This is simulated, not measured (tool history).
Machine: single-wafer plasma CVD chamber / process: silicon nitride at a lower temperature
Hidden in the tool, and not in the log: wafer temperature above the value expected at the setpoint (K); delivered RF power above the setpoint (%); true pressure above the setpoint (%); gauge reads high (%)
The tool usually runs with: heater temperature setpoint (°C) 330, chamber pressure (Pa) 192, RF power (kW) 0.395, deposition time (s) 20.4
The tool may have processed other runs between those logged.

run,hour,heater temperature setpoint (°C),chamber pressure (Pa),RF power (kW),deposition time (s),wafers since the last listed run,hours since the last thermocouple change,hours since the last RF generator calibration,hours since the last manometer calibration,hours since the showerhead was replaced,hours since the gauge calibration,"read-back reference wafer on the same gauge, thickness_nm",mean film thickness on the monitor wafer (angstrom)
1,0,330,192,0.395,20.4,0,1645,1511.1,1175.4,2391.1,303.3,22,277.14
2,15,330,192,0.395,20.4,261,1660,1526.1,1190.4,2406.1,318.3,22.008,276.67
3,44.8,330,192,0.395,20.4,518,1689.8,1555.9,1220.2,2435.9,348.1,21.998,276.88
4,57.4,330,192,0.395,20.4,219,1702.4,1568.5,1232.8,2448.5,360.7,22.001,278.52
5,76.1,330,192,0.395,20.4,325,1721.1,1587.2,1251.5,2467.2,379.4,22.008,277.08
6,92.2,330,192,0.395,20.4,280,1737.2,1603.3,1267.6,2483.3,395.5,21.995,278.1
7,117.8,330,192,0.395,20.4,445,1762.8,1628.9,1293.2,2508.9,421.1,21.988,278.3
8,137.3,330,192,0.395,20.4,339,1782.3,1648.4,1312.7,2528.4,440.6,21.999,278.75
9,162.5,330,192,0.395,20.4,438,1807.5,1673.6,1337.9,2553.6,465.8,21.991,279.76
# hour 186: RF generator calibrated
10,198.5,337,180,0.395,19,487,1843.5,12.5,1373.9,2589.6,501.8,21.995,251.87
# hour 219: gauge calibrated
11,220.7,330,192,0.325,22,386,1865.7,34.7,1396.1,2611.8,1.7,22.003,271.6
12,236.7,318,192,0.36,23.2,278,1881.7,50.7,1412.1,2627.8,17.7,21.993,305.45
13,250.1,330,192,0.395,20.4,233,1895.1,64.1,1425.5,2641.2,31.1,22.004,280.79
# hour 327.8: showerhead replaced
# hour 334.2: thermocouple changed; heater temperature recalibrated
14,356.6,330,228,0.335,18.6,1603,22.4,170.6,1532,28.8,137.6,22,249.32
# hour 376.9: capacitance manometer re-zeroed and calibrated
15,422.2,340,213,0.395,17.3,1002,88,236.2,45.3,94.4,203.2,22,239.87
16,449.6,330,155,0.465,20.4,476,115.4,263.6,72.7,121.8,230.6,22.009,268.11
17,478.5,317,159,0.34,19.1,503,144.3,292.5,101.6,150.7,259.5,22.006,218.85
18,501.3,330,192,0.33,20.4,396,167.1,315.3,124.4,173.5,282.3,21.992,247.54

Entry by entry between the runs, the difference in hidden state between the last listed run before and the first listed run after:
Between runs 9 and 10: RF generator calibrated (hour 186)
  true pressure above the setpoint (%): 7.47 -> 7.88
  measured value less the no-hidden-state value, mean film thickness on the monitor wafer (angstrom): +7.81 -> +7.54
Between runs 10 and 11: gauge calibrated (hour 219)
  true pressure above the setpoint (%): 7.88 -> 8.14
  measured value less the no-hidden-state value, mean film thickness on the monitor wafer (angstrom): +7.54 -> +8.22
Between runs 13 and 14: showerhead replaced (hour 327.8); thermocouple changed; heater temperature recalibrated (hour 334.2)
  true pressure above the setpoint (%): 8.49 -> 9.82
  measured value less the no-hidden-state value, mean film thickness on the monitor wafer (angstrom): +8.83 -> +8.45
Between runs 14 and 15: capacitance manometer re-zeroed and calibrated (hour 376.9)
  true pressure above the setpoint (%): 9.82 -> 0.753
  measured value less the no-hidden-state value, mean film thickness on the monitor wafer (angstrom): +8.45 -> +0.69
